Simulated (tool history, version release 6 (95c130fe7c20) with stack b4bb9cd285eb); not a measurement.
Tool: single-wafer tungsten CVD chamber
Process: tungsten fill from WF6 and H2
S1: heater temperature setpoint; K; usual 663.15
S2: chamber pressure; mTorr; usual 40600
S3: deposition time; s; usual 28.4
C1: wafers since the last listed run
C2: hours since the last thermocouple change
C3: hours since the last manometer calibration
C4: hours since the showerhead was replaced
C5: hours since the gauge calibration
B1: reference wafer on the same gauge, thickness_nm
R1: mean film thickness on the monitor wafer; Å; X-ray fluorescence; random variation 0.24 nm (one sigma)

| run | hour | S1 | S2 | S3 | C1 | C2 | C3 | C4 | C5 | B1 | R1 |
|---|---|---|---|---|---|---|---|---|---|---|---|
| 1 | 0.0 | 663.15 | 40600 | 28.4 | 0 | 1253.1 | 1988.4 | 4064.3 | 348.3 | 87.602 | 717.47 |
| 2 | 16.7 | 663.15 | 40600 | 28.4 | 518 | 1269.8 | 2005.1 | 4081.0 | 365.0 | 87.632 | 718.37 |
| 3 | 23.9 | 663.15 | 40600 | 28.4 | 223 | 1277.0 | 2012.3 | 4088.2 | 372.2 | 87.639 | 718.24 |
| 4 | 38.4 | 663.15 | 40600 | 28.4 | 449 | 1291.5 | 2026.8 | 4102.7 | 386.7 | 87.579 | 719.65 |
| 5 | 52.0 | 663.15 | 40600 | 28.4 | 421 | 1305.1 | 2040.4 | 4116.3 | 400.3 | 87.635 | 716.97 |
| 6 | 66.1 | 663.15 | 40600 | 28.4 | 437 | 1319.2 | 2054.5 | 4130.4 | 414.4 | 87.695 | 720.60 |
| 7 | 75.7 | 663.15 | 40600 | 28.4 | 297 | 1328.8 | 2064.1 | 4140.0 | 424.0 | 87.529 | 718.35 |
|  | 91.3 | gauge calibrated |
|  | 92.8 | showerhead replaced |
| 8 | 93.3 | 663.15 | 40600 | 28.4 | 297 | 1346.4 | 2081.7 | 0.5 | 2.0 | 87.585 | 710.94 |
| 9 | 104.5 | 663.15 | 36700 | 25.0 | 347 | 1357.6 | 2092.9 | 11.7 | 13.2 | 87.570 | 610.92 |
| 10 | 117.5 | 663.15 | 46300 | 28.4 | 403 | 1370.6 | 2105.9 | 24.7 | 26.2 | 87.491 | 743.35 |
| 11 | 134.8 | 663.15 | 46300 | 28.4 | 536 | 1387.9 | 2123.2 | 42.0 | 43.5 | 87.707 | 740.06 |
| 12 | 149.9 | 663.15 | 33600 | 30.2 | 468 | 1403.0 | 2138.3 | 57.1 | 58.6 | 87.569 | 724.05 |
| 13 | 165.3 | 667.15 | 40600 | 28.4 | 477 | 1418.4 | 2153.7 | 72.5 | 74.0 | 87.602 | 762.44 |
| 14 | 176.5 | 663.15 | 45900 | 23.1 | 347 | 1429.6 | 2164.9 | 83.7 | 85.2 | 87.657 | 599.10 |
| 15 | 193.5 | 648.15 | 36100 | 23.0 | 527 | 1446.6 | 2181.9 | 100.7 | 102.2 | 87.645 | 424.31 |
| 16 | 208.3 | 663.15 | 40600 | 28.4 | 459 | 1461.4 | 2196.7 | 115.5 | 117.0 | 87.492 | 707.40 |
| 17 | 214.6 | 657.15 | 31000 | 28.4 | 195 | 1467.7 | 2203.0 | 121.8 | 123.3 | 87.608 | 595.53 |
| 18 | 222.0 | 663.15 | 45500 | 23.2 | 229 | 1475.1 | 2210.4 | 129.2 | 130.7 | 87.695 | 601.62 |
| 19 | 236.3 | 663.15 | 40600 | 31.1 | 443 | 1489.4 | 2224.7 | 143.5 | 145.0 | 87.615 | 776.26 |
| 20 | 242.4 | 663.15 | 36700 | 30.0 | 189 | 1495.5 | 2230.8 | 149.6 | 151.1 | 87.534 | 726.13 |
| 21 | 249.7 | 667.15 | 49500 | 33.6 | 226 | 1502.8 | 2238.1 | 156.9 | 158.4 | 87.668 | 954.27 |
|  | 263.8 | thermocouple changed; heater temperature recalibrated |
| 22 | 265.7 | 667.15 | 34300 | 32.3 | 248 | 1.9 | 2254.1 | 172.9 | 174.4 | 87.560 | 900.77 |
|  | 278.7 | capacitance manometer re-zeroed and calibrated |
| 23 | 279.2 | 663.15 | 45500 | 23.2 | 170 | 15.4 | 0.5 | 186.4 | 187.9 | 87.535 | 654.11 |
| 24 | 295.5 | 663.15 | 40600 | 25.8 | 505 | 31.7 | 16.8 | 202.7 | 204.2 | 87.609 | 702.31 |
| 25 | 310.6 | 648.15 | 36300 | 31.3 | 468 | 46.8 | 31.9 | 217.8 | 219.3 | 87.585 | 636.38 |
| 26 | 326.9 | 663.15 | 40600 | 23.2 | 505 | 63.1 | 48.2 | 234.1 | 235.6 | 87.649 | 631.23 |
| 27 | 344.5 | 663.15 | 40600 | 28.4 | 546 | 80.7 | 65.8 | 251.7 | 253.2 | 87.643 | 769.53 |
| 28 | 360.9 | 657.15 | 45500 | 22.8 | 508 | 97.1 | 82.2 | 268.1 | 269.6 | 87.571 | 577.01 |
| 29 | 373.7 | 669.15 | 31800 | 32.4 | 397 | 109.9 | 95.0 | 280.9 | 282.4 | 87.579 | 908.92 |
| 30 | 387.9 | 663.15 | 32900 | 28.4 | 440 | 124.1 | 109.2 | 295.1 | 296.6 | 87.629 | 732.00 |
| 31 | 399.9 | 663.15 | 40600 | 28.4 | 372 | 136.1 | 121.2 | 307.1 | 308.6 | 87.615 | 770.66 |
| 32 | 410.3 | 657.15 | 31000 | 28.4 | 322 | 146.5 | 131.6 | 317.5 | 319.0 | 87.497 | 647.54 |
| 33 | 426.4 | 663.15 | 48000 | 25.6 | 499 | 162.6 | 147.7 | 333.6 | 335.1 | 87.706 | 727.31 |
| 34 | 439.9 | 649.15 | 45100 | 24.5 | 418 | 176.1 | 161.2 | 347.1 | 348.6 | 87.583 | 534.91 |
|  | 440.2 | gauge calibrated |
| 35 | 446.1 | 648.15 | 44400 | 22.9 | 192 | 182.3 | 167.4 | 353.3 | 5.9 | 87.590 | 490.27 |

Forecast each of these 3 alternatives for the next run:
| A | 446.5 | 663.15 | 48700 | 28.4 | 12 | 182.7 | 167.8 | 353.7 | 6.3 | ? | ? |
| B | 446.5 | 668.15 | 50600 | 31.4 | 12 | 182.7 | 167.8 | 353.7 | 6.3 | ? | ? |
| C | 446.5 | 670.15 | 40600 | 28.4 | 12 | 182.7 | 167.8 | 353.7 | 6.3 | ? | ? |

| run | B1 | R1 |
|---|---|---|
| A | 87.529 | 803.91 |
| B | 87.529 | 978.11 |
| C | 87.529 | 857.27 |
Without the tool's hidden state the same runs would have given:
| run | R1 |
|---|---|
| A | 813.07 |
| B | 988.87 |
| C | 866.65 |

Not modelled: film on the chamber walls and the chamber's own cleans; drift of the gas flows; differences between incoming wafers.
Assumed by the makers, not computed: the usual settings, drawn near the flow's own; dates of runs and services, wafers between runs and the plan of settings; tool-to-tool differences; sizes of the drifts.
